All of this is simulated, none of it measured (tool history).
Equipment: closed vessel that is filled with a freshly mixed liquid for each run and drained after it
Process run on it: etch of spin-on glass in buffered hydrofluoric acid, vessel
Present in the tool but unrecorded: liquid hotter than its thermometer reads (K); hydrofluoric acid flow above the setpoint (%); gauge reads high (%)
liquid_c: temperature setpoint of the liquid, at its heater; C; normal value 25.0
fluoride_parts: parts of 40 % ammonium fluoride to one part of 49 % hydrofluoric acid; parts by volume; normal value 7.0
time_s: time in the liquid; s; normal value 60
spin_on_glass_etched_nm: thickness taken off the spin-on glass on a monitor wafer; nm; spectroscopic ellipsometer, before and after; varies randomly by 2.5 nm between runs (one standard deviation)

| run | day | liquid_c | fluoride_parts | time_s | wafers since the last listed run | hours since the thermometer was replaced | hours since the hydrofluoric acid flow meter was replaced | hours since the gauge calibration | read-back film thickness of the spin-on glass reference wafer, read on the same gauge (nm) | spin_on_glass_etched_nm |
|---|---|---|---|---|---|---|---|---|---|---|
| 1 | 0.000 | 25.0 | 7.0 | 60 | 0 | 85.1 | 718.7 | 371.9 | 40.18 | 517.99 |
| 2 | 1.767 | 25.0 | 7.0 | 60 | 6159 | 127.5 | 761.1 | 414.3 | 40.24 | 523.37 |
| 3 | 4.554 | 25.0 | 7.0 | 60 | 9718 | 194.4 | 828.0 | 481.2 | 40.32 | 520.17 |
| 4 | 7.329 | 25.0 | 7.0 | 60 | 9674 | 261.0 | 894.6 | 547.8 | 40.42 | 524.96 |
| 5 | 8.400 | 25.0 | 7.0 | 60 | 3733 | 286.7 | 920.3 | 573.5 | 40.51 | 522.48 |
| 6 | 9.583 | 25.0 | 7.0 | 60 | 4125 | 315.1 | 948.7 | 601.9 | 40.59 | 525.77 |
| 7 | 11.471 | 25.0 | 7.0 | 60 | 6580 | 360.4 | 994.0 | 647.2 | 40.67 | 523.02 |
|  | 12.583 | hydrofluoric acid flow meter replaced |
| 8 | 13.946 | 25.0 | 7.0 | 50 | 8483 | 419.8 | 32.7 | 706.6 | 40.83 | 441.71 |
| 9 | 15.638 | 27.0 | 7.0 | 60 | 5897 | 460.4 | 73.3 | 747.2 | 40.93 | 582.12 |
|  | 17.200 | gauge calibrated |
| 10 | 17.446 | 28.0 | 7.0 | 60 | 6304 | 503.8 | 116.7 | 5.9 | 39.89 | 602.44 |
| 11 | 18.504 | 28.0 | 7.0 | 60 | 3689 | 529.2 | 142.1 | 31.3 | 39.90 | 599.95 |
| 12 | 21.200 | 25.0 | 7.0 | 60 | 9398 | 593.9 | 206.8 | 96.0 | 39.96 | 508.97 |
| 13 | 22.392 | 25.0 | 7.0 | 50 | 4154 | 622.5 | 235.4 | 124.6 | 39.95 | 428.97 |
| 14 | 24.533 | 28.5 | 5.0 | 70 | 7466 | 673.9 | 286.8 | 176.0 | 39.96 | 966.38 |
|  | 25.433 | thermometer replaced |
| 15 | 27.196 | 25.0 | 5.5 | 60 | 9137 | 42.3 | 350.7 | 239.9 | 39.99 | 635.35 |
| 16 | 28.588 | 23.5 | 8.0 | 30 | 4851 | 75.7 | 384.1 | 273.3 | 40.04 | 206.04 |
| 17 | 30.533 | 25.0 | 7.0 | 60 | 6783 | 122.4 | 430.8 | 320.0 | 40.09 | 519.18 |
| 18 | 32.429 | 23.5 | 5.5 | 90 | 6609 | 167.9 | 476.3 | 365.5 | 40.17 | 872.47 |

Run 19 is up next; what results do you expect?
| 19 | 33.562 | 27.0 | 6.0 | 40 | 3951 | 195.1 | 503.5 | 392.7 | ? | ? |

Run 19 came out at read-back film thickness of the spin-on glass reference wafer, read on the same gauge (nm) 40.19, spin_on_glass_etched_nm 438.55 nm.
If the tool had no hidden condition, the same run with the same run-to-run variation would have returned spin_on_glass_etched_nm 436.49 nm.
